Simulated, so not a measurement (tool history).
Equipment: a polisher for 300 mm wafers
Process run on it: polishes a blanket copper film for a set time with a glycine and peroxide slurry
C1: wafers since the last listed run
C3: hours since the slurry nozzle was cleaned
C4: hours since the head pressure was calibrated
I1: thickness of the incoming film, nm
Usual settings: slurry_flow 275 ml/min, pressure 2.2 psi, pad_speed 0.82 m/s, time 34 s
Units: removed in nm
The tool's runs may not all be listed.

{"run": 1, "hour": 0.0, "slurry_flow": 275, "pressure": 2.2, "pad_speed": 0.82, "time": 34, "C1": 0, "wafers polished on this pad": 225, "C3": 783.6, "C4": 876.5, "I1": 2096.2, "removed": 113.7}
{"run": 2, "hour": 23.9, "slurry_flow": 275, "pressure": 2.2, "pad_speed": 0.82, "time": 34, "C1": 443, "wafers polished on this pad": 669, "C3": 807.5, "C4": 900.4, "I1": 2069.5, "removed": 116.2}
{"run": 3, "hour": 57.1, "slurry_flow": 275, "pressure": 2.2, "pad_speed": 0.82, "time": 34, "C1": 616, "wafers polished on this pad": 1286, "C3": 840.7, "C4": 933.6, "I1": 2052.4, "removed": 115.4}
{"run": 4, "hour": 69.5, "slurry_flow": 275, "pressure": 2.2, "pad_speed": 0.82, "time": 34, "C1": 230, "wafers polished on this pad": 1516, "C3": 853.1, "C4": 946, "I1": 2109.3, "removed": 115.2}
{"hour": 75.0, "done": "worn pad replaced by a new one"}
{"run": 5, "hour": 94.0, "slurry_flow": 275, "pressure": 2.2, "pad_speed": 0.98, "time": 34, "C1": 380, "wafers polished on this pad": 353, "C3": 877.6, "C4": 970.5, "I1": 2085.9, "removed": 130.8}
{"run": 6, "hour": 119.7, "slurry_flow": 275, "pressure": 2.2, "pad_speed": 0.98, "time": 34, "C1": 477, "wafers polished on this pad": 830, "C3": 903.3, "C4": 996.2, "I1": 2082.8, "removed": 130.4}
{"run": 7, "hour": 150.6, "slurry_flow": 275, "pressure": 2.2, "pad_speed": 0.98, "time": 34, "C1": 573, "wafers polished on this pad": 1404, "C3": 934.2, "C4": 1027.1, "I1": 2078.6, "removed": 129.5}
{"hour": 165.9, "done": "worn pad replaced by a new one"}
{"run": 8, "hour": 170.4, "slurry_flow": 220, "pressure": 2.2, "pad_speed": 0.6, "time": 34, "C1": 293, "wafers polished on this pad": 83, "C3": 954, "C4": 1046.9, "I1": 2061.5, "removed": 87.2}
{"run": 9, "hour": 194.2, "slurry_flow": 275, "pressure": 2.2, "pad_speed": 0.82, "time": 34, "C1": 442, "wafers polished on this pad": 526, "C3": 977.8, "C4": 1070.7, "I1": 2034.1, "removed": 112.5}
{"hour": 196.4, "done": "slurry nozzle cleaned"}
{"run": 10, "hour": 221.9, "slurry_flow": 230, "pressure": 2.8, "pad_speed": 0.82, "time": 34, "C1": 495, "wafers polished on this pad": 1021, "C3": 25.5, "C4": 1098.4, "I1": 2095.2, "removed": 138.9}
{"hour": 240.7, "done": "head pressure recalibrated"}
{"hour": 249.4, "done": "worn pad replaced by a new one"}
{"run": 11, "hour": 256.4, "slurry_flow": 275, "pressure": 2.2, "pad_speed": 0.96, "time": 34, "C1": 529, "wafers polished on this pad": 129, "C3": 60, "C4": 15.7, "I1": 2063.6, "removed": 135}
{"run": 12, "hour": 279.8, "slurry_flow": 275, "pressure": 2.2, "pad_speed": 0.56, "time": 28, "C1": 434, "wafers polished on this pad": 564, "C3": 83.4, "C4": 39.1, "I1": 2059.3, "removed": 74.9}
{"run": 13, "hour": 300.5, "slurry_flow": 230, "pressure": 2.2, "pad_speed": 0.74, "time": 29, "C1": 384, "wafers polished on this pad": 949, "C3": 104.1, "C4": 59.8, "I1": 2086.6, "removed": 94.6}
{"run": 14, "hour": 321.9, "slurry_flow": 275, "pressure": 2.2, "pad_speed": 0.82, "time": 34, "C1": 397, "wafers polished on this pad": 1346, "C3": 125.5, "C4": 81.2, "I1": 2052.2, "removed": 120.8}
{"hour": 335.4, "done": "worn pad replaced by a new one"}
{"run": 15, "hour": 351.4, "slurry_flow": 275, "pressure": 2.5, "pad_speed": 0.82, "time": 44, "C1": 473, "wafers polished on this pad": 296, "C3": 155, "C4": 110.7, "I1": 2083.2, "removed": 167.7}
{"run": 16, "hour": 369.6, "slurry_flow": 275, "pressure": 2.2, "pad_speed": 0.82, "time": 34, "C1": 338, "wafers polished on this pad": 635, "C3": 173.2, "C4": 128.9, "I1": 2067, "removed": 120.2}
{"run": 17, "hour": 401.9, "slurry_flow": 345, "pressure": 2.6, "pad_speed": 1.04, "time": 45, "C1": 599, "wafers polished on this pad": 1235, "C3": 205.5, "C4": 161.2, "I1": 2085.7, "removed": 213.9}
{"hour": 435.7, "done": "worn pad replaced by a new one"}
{"run": 18, "hour": 436.2, "slurry_flow": 275, "pressure": 2.2, "pad_speed": 0.82, "time": 34, "C1": 562, "wafers polished on this pad": 9, "C3": 239.8, "C4": 195.5, "I1": 2066.1, "removed": 118.6}
{"run": 19, "hour": 454.4, "slurry_flow": 210, "pressure": 2.2, "pad_speed": 0.58, "time": 34, "C1": 338, "wafers polished on this pad": 348, "C3": 258, "C4": 213.7, "I1": 2068.3, "removed": 91.4}

Each row is a separate what-if for the run after 19, all from the same tool condition, not one after another. Results?
{"run": "A", "hour": 454.8, "slurry_flow": 275, "pressure": 2.9, "pad_speed": 0.82, "time": 34, "C1": 7, "wafers polished on this pad": 355, "C3": 258.4, "C4": 214.1, "I1": 2106.6, "removed": "?"}
{"run": "B", "hour": 454.8, "slurry_flow": 305, "pressure": 2.2, "pad_speed": 0.56, "time": 34, "C1": 7, "wafers polished on this pad": 355, "C3": 258.4, "C4": 214.1, "I1": 2106.6, "removed": "?"}
{"run": "C", "hour": 454.8, "slurry_flow": 275, "pressure": 2.2, "pad_speed": 0.82, "time": 39, "C1": 7, "wafers polished on this pad": 355, "C3": 258.4, "C4": 214.1, "I1": 2106.6, "removed": "?"}
{"run": "D", "hour": 454.8, "slurry_flow": 185, "pressure": 2.7, "pad_speed": 0.66, "time": 34, "C1": 7, "wafers polished on this pad": 355, "C3": 258.4, "C4": 214.1, "I1": 2106.6, "removed": "?"}

run=A removed=142.1
run=B removed=91.6
run=C removed=136.7
run=D removed=109.7
Stripped of hidden state, with their random variation kept, the same runs would have yielded:
run=A removed=143.8
run=B removed=92.6
run=C removed=138.3
run=D removed=111.5
